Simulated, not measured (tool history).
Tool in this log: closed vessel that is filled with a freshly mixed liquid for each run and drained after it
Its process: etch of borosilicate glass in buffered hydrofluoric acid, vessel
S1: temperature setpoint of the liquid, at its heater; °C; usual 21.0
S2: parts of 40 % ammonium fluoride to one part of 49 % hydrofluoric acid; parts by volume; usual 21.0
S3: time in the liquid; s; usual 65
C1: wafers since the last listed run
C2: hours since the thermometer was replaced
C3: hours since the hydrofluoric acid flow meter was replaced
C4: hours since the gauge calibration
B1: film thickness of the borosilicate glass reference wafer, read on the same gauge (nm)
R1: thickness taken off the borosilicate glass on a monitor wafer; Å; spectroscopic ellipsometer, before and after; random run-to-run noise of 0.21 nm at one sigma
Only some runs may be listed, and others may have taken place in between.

run 1 hour=0.0 | S1=21.0 S2=21.0 S3=65 | C1=0 C2=1717.2 C3=314.9 C4=1083.8 | B1=80.01 | R1=386.7
run 2 hour=53.9 | S1=21.0 S2=21.0 S3=65 | C1=7367 C2=1771.1 C3=368.8 C4=1137.7 | B1=80.02 | R1=383.1
run 3 hour=94.4 | S1=21.0 S2=21.0 S3=65 | C1=5535 C2=1811.6 C3=409.3 C4=1178.2 | B1=80.02 | R1=391.2
run 4 hour=159.8 | S1=21.0 S2=21.0 S3=65 | C1=8938 C2=1877.0 C3=474.7 C4=1243.6 | B1=80.02 | R1=387.0
run 5 hour=198.6 | S1=21.0 S2=21.0 S3=65 | C1=5303 C2=1915.8 C3=513.5 C4=1282.4 | B1=80.00 | R1=390.8
run 6 hour=229.8 | S1=21.0 S2=21.0 S3=65 | C1=4264 C2=1947.0 C3=544.7 C4=1313.6 | B1=79.98 | R1=392.3
run 7 hour=292.5 | S1=21.0 S2=21.0 S3=65 | C1=8569 C2=2009.7 C3=607.4 C4=1376.3 | B1=79.98 | R1=394.3
run 8 hour=364.4 | S1=21.0 S2=15.5 S3=50 | C1=9827 C2=2081.6 C3=679.3 C4=1448.2 | B1=79.99 | R1=410.1
run 9 hour=418.8 | S1=23.5 S2=21.0 S3=65 | C1=7435 C2=2136.0 C3=733.7 C4=1502.6 | B1=80.01 | R1=453.7
run 10 hour=458.9 | S1=21.0 S2=21.0 S3=65 | C1=5480 C2=2176.1 C3=773.8 C4=1542.7 | B1=80.01 | R1=396.4
run 11 hour=514.2 | S1=21.0 S2=21.0 S3=65 | C1=7558 C2=2231.4 C3=829.1 C4=1598.0 | B1=80.01 | R1=403.4
run 12 hour=550.8 | S1=21.0 S2=21.0 S3=65 | C1=5002 C2=2268.0 C3=865.7 C4=1634.6 | B1=80.01 | R1=404.8
-- hour=586.6 gauge calibrated
-- hour=620.4 hydrofluoric acid flow meter replaced
run 13 hour=622.2 | S1=21.0 S2=21.0 S3=65 | C1=9622 C2=2339.4 C3=1.8 C4=35.6 | B1=80.00 | R1=389.6
run 14 hour=689.4 | S1=21.0 S2=26.0 S3=65 | C1=9184 C2=2406.6 C3=69.0 C4=102.8 | B1=79.98 | R1=335.6
run 15 hour=752.5 | S1=21.0 S2=26.0 S3=65 | C1=8624 C2=2469.7 C3=132.1 C4=165.9 | B1=80.00 | R1=340.9
run 16 hour=794.8 | S1=21.0 S2=25.5 S3=65 | C1=5781 C2=2512.0 C3=174.4 C4=208.2 | B1=80.01 | R1=344.6
run 17 hour=837.4 | S1=17.0 S2=17.0 S3=65 | C1=5822 C2=2554.6 C3=217.0 C4=250.8 | B1=79.99 | R1=395.6
run 18 hour=894.3 | S1=21.0 S2=21.0 S3=65 | C1=7777 C2=2611.5 C3=273.9 C4=307.7 | B1=80.00 | R1=396.2
run 19 hour=937.9 | S1=18.0 S2=18.0 S3=80 | C1=5959 C2=2655.1 C3=317.5 C4=351.3 | B1=80.02 | R1=484.5
run 20 hour=970.3 | S1=21.0 S2=25.5 S3=65 | C1=4428 C2=2687.5 C3=349.9 C4=383.7 | B1=79.99 | R1=355.6
run 21 hour=1008.2 | S1=21.0 S2=24.0 S3=105 | C1=5180 C2=2725.4 C3=387.8 C4=421.6 | B1=80.02 | R1=594.1
run 22 hour=1079.5 | S1=25.5 S2=26.0 S3=30 | C1=9745 C2=2796.7 C3=459.1 C4=492.9 | B1=79.99 | R1=206.0
run 23 hour=1122.9 | S1=17.0 S2=21.0 S3=65 | C1=5931 C2=2840.1 C3=502.5 C4=536.3 | B1=80.00 | R1=330.4
run 24 hour=1153.9 | S1=25.0 S2=13.0 S3=50 | C1=4237 C2=2871.1 C3=533.5 C4=567.3 | B1=79.99 | R1=628.7

Run 25 has not been measured yet. What should we expect?
-- hour=1178.7 thermometer replaced
run 25 hour=1211.5 | S1=21.0 S2=21.0 S3=65 | C1=7736 C2=32.8 C3=591.1 C4=624.9 | B1=? | R1=?

{"run 25": {"B1": 80.0, "R1": 353.5}}
Were there no unlogged condition in the tool, this run, its random variation unchanged, would have produced R1 340.7 Å.
